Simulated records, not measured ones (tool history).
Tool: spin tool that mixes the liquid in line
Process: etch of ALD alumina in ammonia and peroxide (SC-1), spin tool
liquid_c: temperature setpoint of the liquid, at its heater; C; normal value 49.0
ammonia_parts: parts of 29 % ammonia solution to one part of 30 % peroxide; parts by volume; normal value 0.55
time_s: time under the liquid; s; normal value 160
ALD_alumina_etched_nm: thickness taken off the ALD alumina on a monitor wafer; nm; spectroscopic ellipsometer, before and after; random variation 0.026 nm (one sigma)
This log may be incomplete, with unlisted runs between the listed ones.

run	hour	liquid_c	ammonia_parts	time_s	read-back film thickness of the ALD alumina reference wafer, read on the same gauge (nm)	ALD_alumina_etched_nm
1	0.0	49.0	0.55	195	130.01	9.47
2	12.8	49.0	0.55	195	130.00	9.44
3	21.2	49.0	0.55	195	129.98	9.47
4	37.6	41.5	0.55	160	130.01	5.06
5	46.7	49.0	0.70	160	130.01	7.95
6	62.1	49.0	0.55	160	130.01	7.76
# hour 102.9: new drum of ammonia solution connected
# hour 109.0: thermometer replaced
7	112.2	49.0	0.55	160	130.03	7.80
8	127.4	49.0	0.55	160	129.99	7.83
9	136.6	49.0	0.55	160	130.03	7.77
# hour 153.6: heated supply line repaired
10	154.1	49.0	0.55	160	130.00	7.76
# hour 159.4: gauge calibrated
11	168.2	49.0	0.55	80	129.99	3.87
12	184.0	49.0	0.55	160	129.99	7.78
13	201.5	42.0	0.75	80	130.03	2.69
14	216.6	54.5	0.80	185	130.06	12.56
15	224.1	49.0	0.55	160	129.95	7.77
# hour 231.2: ammonia flow meter replaced
16	237.0	54.0	0.55	160	130.01	10.15
17	254.8	49.0	0.25	160	129.97	7.22
18	272.7	55.0	0.55	160	130.05	10.82
19	278.9	49.0	0.55	160	130.03	7.77
20	292.3	49.0	0.55	240	130.03	11.62
21	308.9	43.0	0.85	110	130.06	3.99
22	316.4	49.0	0.55	95	130.01	4.59
23	325.8	44.5	0.70	125	130.00	4.82
24	338.1	49.0	0.70	250	129.98	12.39

Alternative continuations, all from the tool just after run 24; predict every row:
A	338.6	46.5	0.55	160	?	?
B	338.6	44.0	0.30	160	?	?
C	338.6	57.0	0.25	135	?	?
D	338.6	49.0	0.55	205	?	?
E	338.6	49.0	0.55	110	?	?

run	read-back film thickness of the ALD alumina reference wafer, read on the same gauge (nm)	ALD_alumina_etched_nm
A	129.99	6.74
B	129.99	5.51
C	129.99	9.33
D	129.99	9.92
E	129.99	5.33
Without the tool's hidden state the same runs would have given:
run	ALD_alumina_etched_nm
A	6.74
B	5.51
C	9.33
D	9.92
E	5.33

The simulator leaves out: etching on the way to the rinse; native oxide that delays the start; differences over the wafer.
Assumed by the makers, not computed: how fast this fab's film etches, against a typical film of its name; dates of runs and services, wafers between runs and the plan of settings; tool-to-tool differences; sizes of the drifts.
